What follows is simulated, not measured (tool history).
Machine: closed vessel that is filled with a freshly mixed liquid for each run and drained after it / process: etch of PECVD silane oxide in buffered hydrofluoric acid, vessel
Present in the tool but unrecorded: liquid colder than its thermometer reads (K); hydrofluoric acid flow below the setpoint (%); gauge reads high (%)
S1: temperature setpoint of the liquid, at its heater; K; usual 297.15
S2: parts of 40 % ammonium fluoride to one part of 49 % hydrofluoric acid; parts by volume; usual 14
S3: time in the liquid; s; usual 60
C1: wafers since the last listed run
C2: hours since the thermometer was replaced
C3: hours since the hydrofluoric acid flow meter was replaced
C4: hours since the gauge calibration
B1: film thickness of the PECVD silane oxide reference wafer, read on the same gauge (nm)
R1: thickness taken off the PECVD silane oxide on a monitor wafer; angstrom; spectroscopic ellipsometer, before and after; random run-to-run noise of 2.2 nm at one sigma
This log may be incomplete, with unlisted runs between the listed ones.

run	hour	S1	S2	S3	C1	C2	C3	C4	B1	R1
1	0	297.15	10.5	60	0	1511.2	20.7	297.4	62.06	3176.3
2	24.8	297.15	10.5	60	3284	1536	45.5	322.2	62.2	3241.4
3	51.3	299.65	14	60	3510	1562.5	72	348.7	62.27	2720.6
4	83.5	299.65	14	60	4264	1594.7	104.2	380.9	62.38	2736
5	117.2	297.15	14	60	4463	1628.4	137.9	414.6	62.5	2439.4
6	169	297.15	14	60	6861	1680.2	189.7	466.4	62.62	2434.6
7	194.3	297.15	10	60	3351	1705.5	215	491.7	62.69	3398.6
8	248.4	297.15	10	60	7165	1759.6	269.1	545.8	62.87	3339.4
9	277.6	297.15	10	60	3867	1788.8	298.3	575	62.94	3422.9
10	306.7	297.15	14	60	3854	1817.9	327.4	604.1	62.99	2442.6
11	370.8	297.15	14	60	8490	1882	391.5	668.2	63.08	2433.8
12	408.9	299.15	14	60	5046	1920.1	429.6	706.3	63.13	2696.5
13	478.1	299.15	14	60	9165	1989.3	498.8	775.5	63.21	2789.4
14	517.4	299.15	14	60	5205	2028.6	538.1	814.8	63.26	2746.6
15	552.1	297.15	14	60	4596	2063.3	572.8	849.5	63.27	2460.5
16	616.9	297.15	14	40	8582	2128.1	637.6	914.3	63.4	1635.7
# hour 658.3: hydrofluoric acid flow meter replaced
17	685.5	299.15	14	45	8953	2196.7	27.2	982.9	63.43	2046.1
18	718.1	301.65	14	60	4317	2229.3	59.8	1015.5	63.46	3127
19	789.6	297.15	14	75	9470	2300.8	131.3	1087	63.52	3074.2
20	823.7	297.15	14	60	4516	2334.9	165.4	1121.1	63.56	2469.7
# hour 942.6: gauge calibrated
21	1029.2	294.65	14	30	27219	2540.4	370.9	86.6	60.4	1020.1
22	1065	297.15	14	60	4741	2576.2	406.7	122.4	60.62	2408.8
# hour 1101.9: thermometer replaced
23	1125.6	297.15	14	75	7894	23.7	467.3	183	60.91	2936.1
24	1163.2	297.15	14	60	4980	61.3	504.9	220.6	61.11	2381
# hour 1209.4: hydrofluoric acid flow meter replaced
25	1215.7	295.15	14	70	6821	113.8	6.3	273.1	61.31	2490.6
26	1239.7	295.15	17	60	3178	137.8	30.3	297.1	61.44	1768.5
27	1269.9	297.15	14	60	4000	168	60.5	327.3	61.55	2418.9
28	1311.1	297.15	12	70	5457	209.2	101.7	368.5	61.69	3285.7
29	1441.7	293.65	9	90	17298	339.8	232.3	499.1	62.02	4402.8
30	1487.1	293.65	9	90	6013	385.2	277.7	544.5	62.18	4410.6
31	1513.7	297.15	14	30	3523	411.8	304.3	571.1	62.25	1212.8
32	1567.2	297.15	14	60	7086	465.3	357.8	624.6	62.33	2437.1
33	1635.8	300.65	15.5	60	9086	533.9	426.4	693.2	62.44	2653.9

Some steps in R1 between neighbouring runs. How much of each would the tool show without its hidden state too (settings, what came in, random variation), and how much is left for the hidden state, with any gauge scatter that isn't in both results?
Run 17 -> 18: S1 299.15 -> 301.65, S3 45 -> 60. R1 +1080.9 angstrom: hidden state +59.8, all else +1021.1.
Run 20 -> 21: S1 297.15 -> 294.65, S3 60 -> 30, gauge calibrated. R1 -1449.6 angstrom: hidden state -130.8, all else -1318.8.
Run 21 -> 22: S1 294.65 -> 297.15, S3 30 -> 60. R1 +1388.7 angstrom: hidden state +17.5, all else +1371.2.
Run 30 -> 31: S1 293.65 -> 297.15, S2 9 -> 14, S3 90 -> 30. R1 -3197.8 angstrom: hidden state -110.4, all else -3087.4.

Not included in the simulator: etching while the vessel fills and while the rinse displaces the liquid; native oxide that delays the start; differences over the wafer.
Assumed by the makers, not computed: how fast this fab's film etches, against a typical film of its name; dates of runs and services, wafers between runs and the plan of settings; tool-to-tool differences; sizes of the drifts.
